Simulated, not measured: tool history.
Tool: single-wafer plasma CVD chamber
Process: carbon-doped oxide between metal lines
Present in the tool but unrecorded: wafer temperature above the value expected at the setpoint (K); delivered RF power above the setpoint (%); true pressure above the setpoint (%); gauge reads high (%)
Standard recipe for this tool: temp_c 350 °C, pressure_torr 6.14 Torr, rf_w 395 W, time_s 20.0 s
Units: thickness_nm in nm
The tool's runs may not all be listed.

run   hour  temp_c  pressure_torr  rf_w  time_s  wafers since the last listed run  hours since the last thermocouple change  hours since the last RF generator calibration  hours since the last manometer calibration  hours since the showerhead was replaced  hours since the gauge calibration  read-back reference wafer on the same gauge, thickness_nm  thickness_nm
  1    0.0     350           6.14   395    20.0                                 0                                     162.6                                         1232.0                                      1196.5                                    151.0                              134.8                                                     92.755        81.406
  2   25.4     350           6.14   395    20.0                               536                                     188.0                                         1257.4                                      1221.9                                    176.4                              160.2                                                     92.841        81.556
  3   42.1     350           6.70   395    20.0                               353                                     204.7                                         1274.1                                      1238.6                                    193.1                              176.9                                                     92.830        81.734
  4   58.7     350           6.14   395    17.1                               350                                     221.3                                         1290.7                                      1255.2                                    209.7                              193.5                                                     92.635        69.822
  5   90.6     350           6.14   395    20.0                               674                                     253.2                                         1322.6                                      1287.1                                    241.6                              225.4                                                     92.817        81.133
  6  121.6     350           6.14   395    20.0                               655                                     284.2                                         1353.6                                      1318.1                                    272.6                              256.4                                                     92.798        81.688
  7  134.5     364           7.29   450    16.5                               272                                     297.1                                         1366.5                                      1331.0                                    285.5                              269.3                                                     92.754        73.116
  8  147.1     350           5.82   395    20.0                               266                                     309.7                                         1379.1                                      1343.6                                    298.1                              281.9                                                     92.687        81.075
  9  167.2     335           6.80   440    18.6                               424                                     329.8                                         1399.2                                      1363.7                                    318.2                              302.0                                                     92.840        86.392
 10  196.5     340           6.14   420    20.0                               619                                     359.1                                         1428.5                                      1393.0                                    347.5                              331.3                                                     92.802        87.926
 11  213.0     350           6.14   395    20.0                               348                                     375.6                                         1445.0                                      1409.5                                    364.0                              347.8                                                     92.779        81.651
 12  245.9     336           6.14   350    20.0                               695                                     408.5                                         1477.9                                      1442.4                                    396.9                              380.7                                                     92.781        76.373
 13  281.6     350           6.14   395    18.0                               754                                     444.2                                         1513.6                                      1478.1                                    432.6                              416.4                                                     92.801        73.346
 14  293.9     343           6.56   395    20.0                               259                                     456.5                                         1525.9                                      1490.4                                    444.9                              428.7                                                     92.797        83.348
 15  311.4     350           6.14   395    20.0                               369                                     474.0                                         1543.4                                      1507.9                                    462.4                              446.2                                                     92.755        81.262
     329.9  -- capacitance manometer re-zeroed and calibrated
 16  330.4     345           6.14   395    20.0                               232                                     493.0                                         1562.4                                         0.5                                    481.4                              465.2                                                     92.764        82.742
 17  362.9     350           6.14   395    21.5                               686                                     525.5                                         1594.9                                        33.0                                    513.9                              497.7                                                     92.799        87.705
 18  384.9     350           6.14   395    20.0                               465                                     547.5                                         1616.9                                        55.0                                    535.9                              519.7                                                     92.763        81.197
     393.3  -- RF generator calibrated
 19  405.0     354           4.94   395    20.0                               255                                     567.6                                           11.7                                        75.1                                    556.0                              539.8                                                     92.874        81.606
 20  434.1     350           7.29   395    20.0                               615                                     596.7                                           40.8                                       104.2                                    585.1                              568.9                                                     92.824        83.134
 21  467.6     350           6.14   395    20.0                               708                                     630.2                                           74.3                                       137.7                                    618.6                              602.4                                                     92.683        82.781
 22  481.8     335           6.80   440    18.6                               300                                     644.4                                           88.5                                       151.9                                    632.8                              616.6                                                     92.884        87.698
 23  515.8     350           7.46   395    17.9                               718                                     678.4                                          122.5                                       185.9                                    666.8                              650.6                                                     92.783        74.607
 24  537.7     346           7.12   370    22.6                               462                                     700.3                                          144.4                                       207.8                                    688.7                              672.5                                                     92.873        89.623
 25  553.9     350           7.18   335    17.7                               342                                     716.5                                          160.6                                       224.0                                    704.9                              688.7                                                     92.752        64.215
 26  571.9     350           6.14   395    20.0                               380                                     734.5                                          178.6                                       242.0                                    722.9                              706.7                                                     92.750        82.229
 27  601.3     350           6.14   395    20.0                               621                                     763.9                                          208.0                                       271.4                                    752.3                              736.1                                                     92.772        81.739
 28  635.6     339           6.14   425    21.5                               725                                     798.2                                          242.3                                       305.7                                    786.6                              770.4                                                     92.891        95.848
 29  665.9     337           4.74   440    22.8                               640                                     828.5                                          272.6                                       336.0                                    816.9                              800.7                                                     92.734       103.465

Each row is a separate what-if for the run after 29, all from the same tool condition, not one after another. Results?
  A  666.3     350           6.14   395    20.0                                 8                                     828.9                                          273.0                                       336.4                                    817.3                              801.1                                                          ?             ?
  B  666.3     338           5.15   395    18.7                                 8                                     828.9                                          273.0                                       336.4                                    817.3                              801.1                                                          ?             ?
  C  666.3     339           6.14   395    20.0                                 8                                     828.9                                          273.0                                       336.4                                    817.3                              801.1                                                          ?             ?
  D  666.3     350           7.33   460    19.0                                 8                                     828.9                                          273.0                                       336.4                                    817.3                              801.1                                                          ?             ?

run  read-back reference wafer on the same gauge, thickness_nm  thickness_nm
  A                                                     92.746        82.641
  B                                                     92.746        79.097
  C                                                     92.746        85.064
  D                                                     92.746        89.266
Without the tool's hidden state the same runs would have given:
run  thickness_nm
  A        83.398
  B        79.822
  C        85.843
  D        89.972
